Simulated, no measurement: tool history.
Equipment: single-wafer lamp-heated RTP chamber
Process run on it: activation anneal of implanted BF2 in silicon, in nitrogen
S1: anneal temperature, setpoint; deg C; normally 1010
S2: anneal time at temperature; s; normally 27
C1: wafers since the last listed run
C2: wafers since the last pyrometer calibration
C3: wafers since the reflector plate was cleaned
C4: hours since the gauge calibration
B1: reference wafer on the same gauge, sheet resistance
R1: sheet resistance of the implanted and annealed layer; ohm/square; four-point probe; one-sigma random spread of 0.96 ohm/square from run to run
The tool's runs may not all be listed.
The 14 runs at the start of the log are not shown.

Run 15, hour 1036.6: usual settings; C1 471; C2 8453; C3 2453; C4 154.4; B1 221.84. Result: R1 250.88 ohm/square.
Run 16, hour 1075.7: usual settings; C1 466; C2 8920; C3 2919; C4 193.5; B1 222.22. Result: R1 251.08 ohm/square.
Run 17, hour 1163.2: usual settings; C1 1044; C2 9964; C3 3964; C4 281.0; B1 222.26. Result: R1 251.96 ohm/square.
At hour 1177.9: pyrometer window cleaned and pyrometer calibrated.
Run 18, hour 1204.3: usual settings; C1 395; C2 315; C3 4359; C4 322.1; B1 221.89. Result: R1 246.45 ohm/square.
Run 19, hour 1277.7: usual settings but S1 988 deg C, S2 40 s; C1 876; C2 1191; C3 5236; C4 395.5; B1 222.03. Result: R1 253.85 ohm/square.
Run 20, hour 1365.2: usual settings; C1 1044; C2 2236; C3 6281; C4 483.0; B1 222.12. Result: R1 245.20 ohm/square.
At hour 1409.3: reflector plate cleaned.
Run 21, hour 1429.8: usual settings but S1 1028 deg C; C1 675; C2 2912; C3 245; C4 547.6; B1 221.91. Result: R1 236.06 ohm/square.
Run 22, hour 1491.0: usual settings; C1 730; C2 3642; C3 975; C4 608.8; B1 221.87. Result: R1 243.99 ohm/square.
Run 23, hour 1591.4: usual settings but S1 983 deg C, S2 20 s; C1 1198; C2 4841; C3 2174; C4 709.2; B1 222.23. Result: R1 266.11 ohm/square.
At hour 1678.4: pyrometer window cleaned and pyrometer calibrated, repeated, since the last time left the tool worse.
Run 24, hour 1766.0: usual settings but S1 1021 deg C, S2 20 s; C1 1989; C2 1045; C3 4163; C4 883.8; B1 222.19. Result: R1 250.61 ohm/square.
Run 25, hour 1830.6: usual settings but S1 1026 deg C, S2 43 s; C1 771; C2 1816; C3 4935; C4 948.4; B1 221.80. Result: R1 233.83 ohm/square.
Run 26, hour 1907.7: usual settings but S2 40 s; C1 920; C2 2737; C3 5855; C4 1025.5; B1 221.85. Result: R1 244.25 ohm/square.
Run 27, hour 1946.8: usual settings but S1 1032 deg C, S2 15 s; C1 466; C2 3204; C3 6322; C4 1064.6; B1 221.54. Result: R1 245.81 ohm/square.
At hour 2011.1: reflector plate cleaned.
Run 28, hour 2030.3: usual settings but S1 1021 deg C, S2 39 s; C1 901; C2 4105; C3 229; C4 1148.1; B1 222.28. Result: R1 238.29 ohm/square.
Run 29, hour 2121.1: usual settings but S1 1027 deg C, S2 16 s; C1 1084; C2 5190; C3 1313; C4 1238.9; B1 222.01. Result: R1 247.19 ohm/square.
Run 30, hour 2171.3: usual settings but S1 1027 deg C; C1 599; C2 5789; C3 1912; C4 1289.1; B1 222.15. Result: R1 239.78 ohm/square.
Run 31, hour 2265.5: usual settings but S1 1040 deg C; C1 1124; C2 6914; C3 3037; C4 1383.3; B1 221.97. Result: R1 233.75 ohm/square.
Run 32, hour 2328.3: usual settings but S1 1024 deg C, S2 33 s; C1 749; C2 7664; C3 3787; C4 1446.1; B1 221.83. Result: R1 237.10 ohm/square.
Run 33, hour 2382.3: usual settings but S2 32 s; C1 644; C2 8308; C3 4432; C4 1500.1; B1 221.45. Result: R1 247.04 ohm/square.
Run 34, hour 2451.0: usual settings but S1 1000 deg C, S2 36 s; C1 820; C2 9129; C3 5252; C4 1568.8; B1 221.56. Result: R1 250.50 ohm/square.
At hour 2496.8: pyrometer window cleaned and pyrometer calibrated.
Run 35, hour 2497.3: usual settings; C1 457; C2 6; C3 5709; C4 1615.1; B1 221.64. Result: R1 251.84 ohm/square.
At hour 2510.1: reflector plate cleaned.
Run 36, hour 2545.5: usual settings; C1 479; C2 486; C3 422; C4 1663.3; B1 222.20. Result: R1 253.47 ohm/square.
Run 37, hour 2589.2: usual settings but S2 21 s; C1 521; C2 1007; C3 944; C4 1707.0; B1 222.34. Result: R1 256.51 ohm/square.

Forecast each of these 3 alternatives for the next run:
Run A, hour 2589.6: usual settings; C1 4; C2 1012; C3 948; C4 1707.4; B1 ?. Result: R1 ?.
Run B, hour 2589.6: usual settings but S1 1001 deg C, S2 21 s; C1 4; C2 1012; C3 948; C4 1707.4; B1 ?. Result: R1 ?.
Run C, hour 2589.6: usual settings but S1 980 deg C, S2 20 s; C1 4; C2 1012; C3 948; C4 1707.4; B1 ?. Result: R1 ?.

run      B1      R1
  A  221.94  253.04
  B  221.94  263.81
  C  221.94  286.15
With no hidden state in the tool, these same runs would have given:
run      R1
  A  254.73
  B  265.79
  C  289.43
